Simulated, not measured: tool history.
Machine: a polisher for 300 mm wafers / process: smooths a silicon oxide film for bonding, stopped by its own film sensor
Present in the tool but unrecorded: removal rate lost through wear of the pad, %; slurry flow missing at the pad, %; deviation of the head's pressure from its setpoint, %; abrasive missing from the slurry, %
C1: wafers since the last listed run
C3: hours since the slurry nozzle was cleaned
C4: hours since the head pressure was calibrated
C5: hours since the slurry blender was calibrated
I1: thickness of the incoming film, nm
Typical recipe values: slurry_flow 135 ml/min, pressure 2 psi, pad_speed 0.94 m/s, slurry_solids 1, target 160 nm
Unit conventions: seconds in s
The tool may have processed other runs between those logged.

run 1 hour=0 | slurry_flow=135 pressure=2 pad_speed=0.94 slurry_solids=1 target=165 | C1=0 wafers_polished_on_this_pad=5 C3=72 C4=331.6 C5=599.3 | I1=207.1 | seconds=54
run 2 hour=101.6 | slurry_flow=135 pressure=2 pad_speed=0.94 slurry_solids=1 target=165 | C1=1056 wafers_polished_on_this_pad=1061 C3=173.6 C4=433.2 C5=700.9 | I1=208.8 | seconds=61.3
-- hour=107.3 slurry blender recalibrated
run 3 hour=204.7 | slurry_flow=135 pressure=2 pad_speed=0.94 slurry_solids=1 target=165 | C1=1051 wafers_polished_on_this_pad=2112 C3=276.7 C4=536.3 C5=97.4 | I1=208.8 | seconds=63.4
run 4 hour=290.1 | slurry_flow=120 pressure=2 pad_speed=0.94 slurry_solids=1 target=160 | C1=888 wafers_polished_on_this_pad=3000 C3=362.1 C4=621.7 C5=182.8 | I1=208.6 | seconds=72.3
run 5 hour=346.9 | slurry_flow=120 pressure=2 pad_speed=0.94 slurry_solids=1 target=160 | C1=590 wafers_polished_on_this_pad=3591 C3=418.9 C4=678.5 C5=239.6 | I1=209.3 | seconds=76.5
run 6 hour=446.4 | slurry_flow=135 pressure=2 pad_speed=0.94 slurry_solids=1 target=160 | C1=1034 wafers_polished_on_this_pad=4626 C3=518.4 C4=778 C5=339.1 | I1=210.1 | seconds=75.5
run 7 hour=484.6 | slurry_flow=135 pressure=2 pad_speed=0.94 slurry_solids=1 target=160 | C1=397 wafers_polished_on_this_pad=5023 C3=556.6 C4=816.2 C5=377.3 | I1=209.8 | seconds=77.2
run 8 hour=543.1 | slurry_flow=135 pressure=2 pad_speed=0.94 slurry_solids=0.85 target=160 | C1=608 wafers_polished_on_this_pad=5631 C3=615.1 C4=874.7 C5=435.8 | I1=207.7 | seconds=80.9
-- hour=645 worn pad replaced by a new one
run 9 hour=645.3 | slurry_flow=135 pressure=2.4 pad_speed=0.94 slurry_solids=1 target=144 | C1=1021 wafers_polished_on_this_pad=3 C3=717.3 C4=976.9 C5=538 | I1=208.3 | seconds=77.3
-- hour=658.8 slurry nozzle cleaned
run 10 hour=701.5 | slurry_flow=135 pressure=2 pad_speed=1.16 slurry_solids=1.2 target=160 | C1=573 wafers_polished_on_this_pad=577 C3=42.7 C4=1033.1 C5=594.2 | I1=208.9 | seconds=51.9
-- hour=734.2 slurry blender recalibrated
run 11 hour=772.6 | slurry_flow=135 pressure=2 pad_speed=0.8 slurry_solids=1 target=169 | C1=718 wafers_polished_on_this_pad=1296 C3=113.8 C4=1104.2 C5=38.4 | I1=206.5 | seconds=60.1
run 12 hour=857.3 | slurry_flow=135 pressure=1.4 pad_speed=0.94 slurry_solids=0.8 target=160 | C1=880 wafers_polished_on_this_pad=2176 C3=198.5 C4=1188.9 C5=123.1 | I1=211.9 | seconds=119.8
run 13 hour=934.5 | slurry_flow=135 pressure=2 pad_speed=1.04 slurry_solids=1 target=154 | C1=802 wafers_polished_on_this_pad=2979 C3=275.7 C4=1266.1 C5=200.3 | I1=212.8 | seconds=81
run 14 hour=1043.4 | slurry_flow=135 pressure=2 pad_speed=0.94 slurry_solids=1 target=160 | C1=1132 wafers_polished_on_this_pad=4112 C3=384.6 C4=1375 C5=309.2 | I1=208.9 | seconds=73.7
-- hour=1106.5 head pressure recalibrated
run 15 hour=1107 | slurry_flow=135 pressure=1.5 pad_speed=0.94 slurry_solids=1 target=160 | C1=640 wafers_polished_on_this_pad=4752 C3=448.2 C4=0.5 C5=372.8 | I1=208.2 | seconds=99.9
run 16 hour=1180.7 | slurry_flow=135 pressure=2 pad_speed=0.78 slurry_solids=0.8 target=160 | C1=766 wafers_polished_on_this_pad=5518 C3=521.9 C4=74.2 C5=446.5 | I1=210 | seconds=97.7
run 17 hour=1241.3 | slurry_flow=105 pressure=2 pad_speed=0.94 slurry_solids=0.8 target=160 | C1=630 wafers_polished_on_this_pad=6149 C3=582.5 C4=134.8 C5=507.1 | I1=209.8 | seconds=90
-- hour=1296.2 worn pad replaced by a new one
run 18 hour=1346.8 | slurry_flow=100 pressure=1.8 pad_speed=1.08 slurry_solids=1.15 target=160 | C1=1055 wafers_polished_on_this_pad=525 C3=688 C4=240.3 C5=612.6 | I1=213 | seconds=76.5
-- hour=1403.7 slurry nozzle cleaned
run 19 hour=1428.7 | slurry_flow=160 pressure=2 pad_speed=0.94 slurry_solids=1 target=160 | C1=841 wafers_polished_on_this_pad=1367 C3=25 C4=322.2 C5=694.5 | I1=207.4 | seconds=65
-- hour=1469.8 slurry blender recalibrated
run 20 hour=1499.3 | slurry_flow=135 pressure=2 pad_speed=0.94 slurry_solids=1 target=147 | C1=713 wafers_polished_on_this_pad=2080 C3=95.6 C4=392.8 C5=29.5 | I1=211.3 | seconds=92.1
run 21 hour=1540 | slurry_flow=135 pressure=1.8 pad_speed=0.78 slurry_solids=1.2 target=168 | C1=423 wafers_polished_on_this_pad=2503 C3=136.3 C4=433.5 C5=70.2 | I1=208.5 | seconds=70.1
run 22 hour=1793.6 | slurry_flow=135 pressure=2 pad_speed=0.94 slurry_solids=1 target=160 | C1=2637 wafers_polished_on_this_pad=5140 C3=389.9 C4=687.1 C5=323.8 | I1=210.9 | seconds=76.8
run 23 hour=1875.8 | slurry_flow=135 pressure=2 pad_speed=0.94 slurry_solids=1 target=160 | C1=854 wafers_polished_on_this_pad=5995 C3=472.1 C4=769.3 C5=406 | I1=209.4 | seconds=76.9
run 24 hour=1969.4 | slurry_flow=135 pressure=2 pad_speed=0.94 slurry_solids=1 target=160 | C1=973 wafers_polished_on_this_pad=6968 C3=565.7 C4=862.9 C5=499.6 | I1=211.8 | seconds=81.5
-- hour=1987.3 worn pad replaced by a new one
run 25 hour=2022.8 | slurry_flow=135 pressure=2.4 pad_speed=0.94 slurry_solids=1 target=160 | C1=513 wafers_polished_on_this_pad=368 C3=619.1 C4=916.3 C5=553 | I1=211.9 | seconds=62.2
-- hour=2046.8 slurry nozzle cleaned
run 26 hour=2066.4 | slurry_flow=165 pressure=2 pad_speed=0.94 slurry_solids=0.9 target=170 | C1=442 wafers_polished_on_this_pad=811 C3=19.6 C4=959.9 C5=596.6 | I1=209.2 | seconds=55.1
-- hour=2125.6 slurry blender recalibrated
run 27 hour=2131.2 | slurry_flow=135 pressure=2 pad_speed=0.94 slurry_solids=1 target=165 | C1=653 wafers_polished_on_this_pad=1464 C3=84.4 C4=1024.7 C5=5.6 | I1=209.1 | seconds=61.9
run 28 hour=2223.2 | slurry_flow=155 pressure=2 pad_speed=0.7 slurry_solids=0.9 target=153 | C1=956 wafers_polished_on_this_pad=2421 C3=176.4 C4=1116.7 C5=97.6 | I1=209.7 | seconds=105.5
run 29 hour=2309 | slurry_flow=135 pressure=2 pad_speed=0.94 slurry_solids=1 target=160 | C1=892 wafers_polished_on_this_pad=3313 C3=262.2 C4=1202.5 C5=183.4 | I1=208.5 | seconds=72.2

Here are 5 independent what-if runs from the current tool condition. What would each one return?
run A hour=2309.4 | slurry_flow=150 pressure=2 pad_speed=0.94 slurry_solids=1 target=160 | C1=4 wafers_polished_on_this_pad=3317 C3=262.6 C4=1202.9 C5=183.8 | I1=210.8 | seconds=?
run B hour=2309.4 | slurry_flow=135 pressure=2.4 pad_speed=1.12 slurry_solids=1.1 target=172 | C1=4 wafers_polished_on_this_pad=3317 C3=262.6 C4=1202.9 C5=183.8 | I1=210.8 | seconds=?
run C hour=2309.4 | slurry_flow=115 pressure=2 pad_speed=0.94 slurry_solids=0.9 target=172 | C1=4 wafers_polished_on_this_pad=3317 C3=262.6 C4=1202.9 C5=183.8 | I1=210.8 | seconds=?
run D hour=2309.4 | slurry_flow=135 pressure=1.7 pad_speed=1.22 slurry_solids=1.25 target=160 | C1=4 wafers_polished_on_this_pad=3317 C3=262.6 C4=1202.9 C5=183.8 | I1=210.8 | seconds=?
run E hour=2309.4 | slurry_flow=135 pressure=2 pad_speed=0.84 slurry_solids=1.2 target=160 | C1=4 wafers_polished_on_this_pad=3317 C3=262.6 C4=1202.9 C5=183.8 | I1=210.8 | seconds=?

run=A seconds=74.5
run=B seconds=40.3
run=C seconds=62
run=D seconds=66.2
run=E seconds=77
The same runs, with their run-to-run variation unchanged, on a tool lacking any hidden condition would have given:
run=A seconds=65.7
run=B seconds=35.4
run=C seconds=54.4
run=D seconds=58.2
run=E seconds=67.8
